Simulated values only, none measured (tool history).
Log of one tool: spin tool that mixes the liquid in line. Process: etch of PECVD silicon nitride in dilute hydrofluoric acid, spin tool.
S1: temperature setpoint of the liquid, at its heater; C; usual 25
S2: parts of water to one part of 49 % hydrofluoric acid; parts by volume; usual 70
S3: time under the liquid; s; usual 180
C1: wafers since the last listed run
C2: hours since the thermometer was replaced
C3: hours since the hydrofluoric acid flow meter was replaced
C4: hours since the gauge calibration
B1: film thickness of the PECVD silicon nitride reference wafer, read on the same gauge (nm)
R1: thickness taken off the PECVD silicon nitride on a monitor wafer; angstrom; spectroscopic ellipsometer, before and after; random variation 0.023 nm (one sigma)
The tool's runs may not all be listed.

{"run": 1, "day": 0.0, "S1": 25, "S2": 70, "S3": 270, "C1": 0, "C2": 1917.3, "C3": 1349.8, "C4": 286, "B1": 70.773, "R1": 77.87}
{"run": 2, "day": 1.058, "S1": 25, "S2": 70, "S3": 270, "C1": 248, "C2": 1942.7, "C3": 1375.2, "C4": 311.4, "B1": 70.869, "R1": 78.36}
{"run": 3, "day": 2.425, "S1": 25, "S2": 70, "S3": 180, "C1": 320, "C2": 1975.5, "C3": 1408, "C4": 344.2, "B1": 71.021, "R1": 52.02}
{"run": 4, "day": 3.717, "S1": 25, "S2": 70, "S3": 180, "C1": 302, "C2": 2006.5, "C3": 1439, "C4": 375.2, "B1": 71.219, "R1": 52.45}
{"run": 5, "day": 4.288, "S1": 25, "S2": 70, "S3": 180, "C1": 133, "C2": 2020.2, "C3": 1452.7, "C4": 388.9, "B1": 71.251, "R1": 52.27}
{"run": 6, "day": 5.304, "S1": 25, "S2": 70, "S3": 180, "C1": 238, "C2": 2044.6, "C3": 1477.1, "C4": 413.3, "B1": 71.401, "R1": 52.65}
{"day": 5.917, "done": "gauge calibrated"}
{"run": 7, "day": 8.212, "S1": 22.5, "S2": 70, "S3": 260, "C1": 681, "C2": 2114.4, "C3": 1546.9, "C4": 55.1, "B1": 69.941, "R1": 62.75}
{"day": 8.354, "done": "thermometer replaced"}
{"run": 8, "day": 9.446, "S1": 25, "S2": 70, "S3": 180, "C1": 279, "C2": 26.2, "C3": 1576.5, "C4": 84.7, "B1": 70.005, "R1": 51.34}
{"day": 9.612, "done": "hydrofluoric acid flow meter replaced"}
{"run": 9, "day": 10.088, "S1": 25, "S2": 45, "S3": 180, "C1": 140, "C2": 41.6, "C3": 11.4, "C4": 100.1, "B1": 70.003, "R1": 79.25}
{"run": 10, "day": 11.35, "S1": 27, "S2": 70, "S3": 240, "C1": 295, "C2": 71.9, "C3": 41.7, "C4": 130.4, "B1": 70.045, "R1": 77.93}
{"run": 11, "day": 11.95, "S1": 25, "S2": 70, "S3": 180, "C1": 140, "C2": 86.3, "C3": 56.1, "C4": 144.8, "B1": 70.143, "R1": 51.65}
{"run": 12, "day": 12.567, "S1": 27, "S2": 55, "S3": 260, "C1": 144, "C2": 101.1, "C3": 70.9, "C4": 159.6, "B1": 70.15, "R1": 107.83}
{"run": 13, "day": 13.625, "S1": 27, "S2": 90, "S3": 180, "C1": 248, "C2": 126.5, "C3": 96.3, "C4": 185, "B1": 70.177, "R1": 45.88}
{"run": 14, "day": 14.25, "S1": 25, "S2": 70, "S3": 280, "C1": 146, "C2": 141.5, "C3": 111.3, "C4": 200, "B1": 70.199, "R1": 79.89}

Forecast each of these 4 alternatives for the next run:
{"run": "A", "day": 14.271, "S1": 25, "S2": 70, "S3": 180, "C1": 4, "C2": 142, "C3": 111.8, "C4": 200.5, "B1": "?", "R1": "?"}
{"run": "B", "day": 14.271, "S1": 25, "S2": 70, "S3": 235, "C1": 4, "C2": 142, "C3": 111.8, "C4": 200.5, "B1": "?", "R1": "?"}
{"run": "C", "day": 14.271, "S1": 25, "S2": 40, "S3": 145, "C1": 4, "C2": 142, "C3": 111.8, "C4": 200.5, "B1": "?", "R1": "?"}
{"run": "D", "day": 14.271, "S1": 29, "S2": 70, "S3": 180, "C1": 4, "C2": 142, "C3": 111.8, "C4": 200.5, "B1": "?", "R1": "?"}

run=A B1=70.24 R1=51.95
run=B B1=70.24 R1=67.82
run=C B1=70.24 R1=72.47
run=D B1=70.24 R1=67.45
Without the tool's hidden state the same runs would have given:
run=A R1=51.77
run=B R1=67.6
run=C R1=72.23
run=D R1=67.22
